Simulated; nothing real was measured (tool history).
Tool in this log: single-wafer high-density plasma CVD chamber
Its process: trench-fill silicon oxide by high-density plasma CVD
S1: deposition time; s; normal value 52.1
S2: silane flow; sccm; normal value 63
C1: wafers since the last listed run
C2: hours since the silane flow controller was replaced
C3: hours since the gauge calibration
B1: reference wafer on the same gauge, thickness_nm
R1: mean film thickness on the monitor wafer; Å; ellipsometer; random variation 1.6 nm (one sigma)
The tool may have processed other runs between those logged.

run 1 hour=0 | S1=52.1 S2=63 | C1=0 C2=1311.6 C3=248.3 | B1=343.107 | R1=3266.32
run 2 hour=25.8 | S1=52.1 S2=63 | C1=376 C2=1337.4 C3=274.1 | B1=342.889 | R1=3253.97
run 3 hour=66.3 | S1=52.1 S2=63 | C1=591 C2=1377.9 C3=314.6 | B1=342.73 | R1=3246.25
run 4 hour=90.3 | S1=46.8 S2=63 | C1=350 C2=1401.9 C3=338.6 | B1=343.137 | R1=2919.34
run 5 hour=154.3 | S1=52.1 S2=63 | C1=934 C2=1465.9 C3=402.6 | B1=343.176 | R1=3256.43
run 6 hour=207.8 | S1=47.6 S2=63 | C1=780 C2=1519.4 C3=456.1 | B1=343.166 | R1=2980.38
run 7 hour=245.7 | S1=44.4 S2=63 | C1=553 C2=1557.3 C3=494 | B1=343.459 | R1=2780.88
run 8 hour=273.7 | S1=52.1 S2=63 | C1=408 C2=1585.3 C3=522 | B1=343.022 | R1=3290.08
run 9 hour=337.2 | S1=52.1 S2=59 | C1=926 C2=1648.8 C3=585.5 | B1=342.846 | R1=3072.65
run 10 hour=393.3 | S1=52.1 S2=54 | C1=818 C2=1704.9 C3=641.6 | B1=342.733 | R1=2852.15
run 11 hour=424.8 | S1=52.1 S2=63 | C1=459 C2=1736.4 C3=673.1 | B1=342.958 | R1=3244.16
run 12 hour=473.7 | S1=52.1 S2=63 | C1=713 C2=1785.3 C3=722 | B1=342.793 | R1=3257.03
run 13 hour=504.7 | S1=52.1 S2=58 | C1=452 C2=1816.3 C3=753 | B1=343.299 | R1=3026.67
run 14 hour=545 | S1=52.1 S2=56 | C1=588 C2=1856.6 C3=793.3 | B1=342.848 | R1=2910.7
run 15 hour=590.3 | S1=55 S2=60 | C1=661 C2=1901.9 C3=838.6 | B1=343.096 | R1=3300.29
-- hour=628.2 silane flow controller replaced
run 16 hour=635.9 | S1=55 S2=60 | C1=548 C2=7.7 C3=884.2 | B1=342.619 | R1=3203.57
run 17 hour=683.1 | S1=47.8 S2=72 | C1=688 C2=54.9 C3=931.4 | B1=343.203 | R1=3263.99
run 18 hour=718 | S1=45.5 S2=54 | C1=509 C2=89.8 C3=966.3 | B1=343.398 | R1=2402.2
-- hour=718.9 gauge calibrated
run 19 hour=783.2 | S1=52.1 S2=57 | C1=951 C2=155 C3=64.3 | B1=343.14 | R1=2870.07
run 20 hour=834.3 | S1=45.8 S2=74 | C1=745 C2=206.1 C3=115.4 | B1=343.176 | R1=3177.37
run 21 hour=920.7 | S1=52.1 S2=70 | C1=1261 C2=292.5 C3=201.8 | B1=343.08 | R1=3402.55
-- hour=958.7 silane flow controller replaced, repeated, since the last time left the tool worse
run 22 hour=959.2 | S1=60.2 S2=52 | C1=445 C2=0.5 C3=240.3 | B1=343.147 | R1=3278.37
run 23 hour=1013.5 | S1=57.9 S2=71 | C1=792 C2=54.8 C3=294.6 | B1=342.894 | R1=4087.8
run 24 hour=1058.2 | S1=52.1 S2=63 | C1=652 C2=99.5 C3=339.3 | B1=343.193 | R1=3318.01
run 25 hour=1219.4 | S1=45.3 S2=58 | C1=2352 C2=260.7 C3=500.5 | B1=342.967 | R1=2656.18
run 26 hour=1424.6 | S1=62.5 S2=75 | C1=2995 C2=465.9 C3=705.7 | B1=342.805 | R1=4587.47
run 27 hour=1492.3 | S1=52.1 S2=63 | C1=988 C2=533.6 C3=773.4 | B1=342.782 | R1=3268.56
run 28 hour=1519.2 | S1=45.5 S2=54 | C1=392 C2=560.5 C3=800.3 | B1=343.506 | R1=2496.08
run 29 hour=1555.6 | S1=52.1 S2=57 | C1=531 C2=596.9 C3=836.7 | B1=342.701 | R1=3012.22
run 30 hour=1599.3 | S1=52.1 S2=63 | C1=637 C2=640.6 C3=880.4 | B1=342.798 | R1=3287.92
run 31 hour=1667.3 | S1=52.1 S2=63 | C1=992 C2=708.6 C3=948.4 | B1=343.249 | R1=3264.65
run 32 hour=1709.6 | S1=43.9 S2=63 | C1=617 C2=750.9 C3=990.7 | B1=342.853 | R1=2756.66
run 33 hour=1775.4 | S1=44.4 S2=63 | C1=960 C2=816.7 C3=1056.5 | B1=342.997 | R1=2754.87
-- hour=1809.4 gauge calibrated
run 34 hour=1818.9 | S1=45.9 S2=70 | C1=634 C2=860.2 C3=9.5 | B1=343.128 | R1=3152.8
run 35 hour=1861.6 | S1=60 S2=63 | C1=623 C2=902.9 C3=52.2 | B1=342.783 | R1=3736.57
run 36 hour=1931.6 | S1=56.6 S2=72 | C1=1021 C2=972.9 C3=122.2 | B1=343.389 | R1=3956.47

For each run, what was the tool's unlogged condition?
gauge reads high (%): 0 at every run
H1: delivered silane flow above the setpoint (%)
run=1 H1=-2.63
run=2 H1=-2.66
run=3 H1=-2.7
run=4 H1=-2.72
run=5 H1=-2.78
run=6 H1=-2.82
run=7 H1=-2.85
run=8 H1=-2.87
run=9 H1=-2.92
run=10 H1=-2.95
run=11 H1=-2.97
run=12 H1=-3
run=13 H1=-3.02
run=14 H1=-3.04
run=15 H1=-3.06
run=16 H1=-6.31
run=17 H1=-6.58
run=18 H1=-6.76
run=19 H1=-7.09
run=20 H1=-7.32
run=21 H1=-7.68
run=22 H1=-0.199
run=23 H1=-0.504
run=24 H1=-0.74
run=25 H1=-1.48
run=26 H1=-2.23
run=27 H1=-2.43
run=28 H1=-2.51
run=29 H1=-2.61
run=30 H1=-2.72
run=31 H1=-2.89
run=32 H1=-2.98
run=33 H1=-3.12
run=34 H1=-3.2
run=35 H1=-3.28
run=36 H1=-3.4
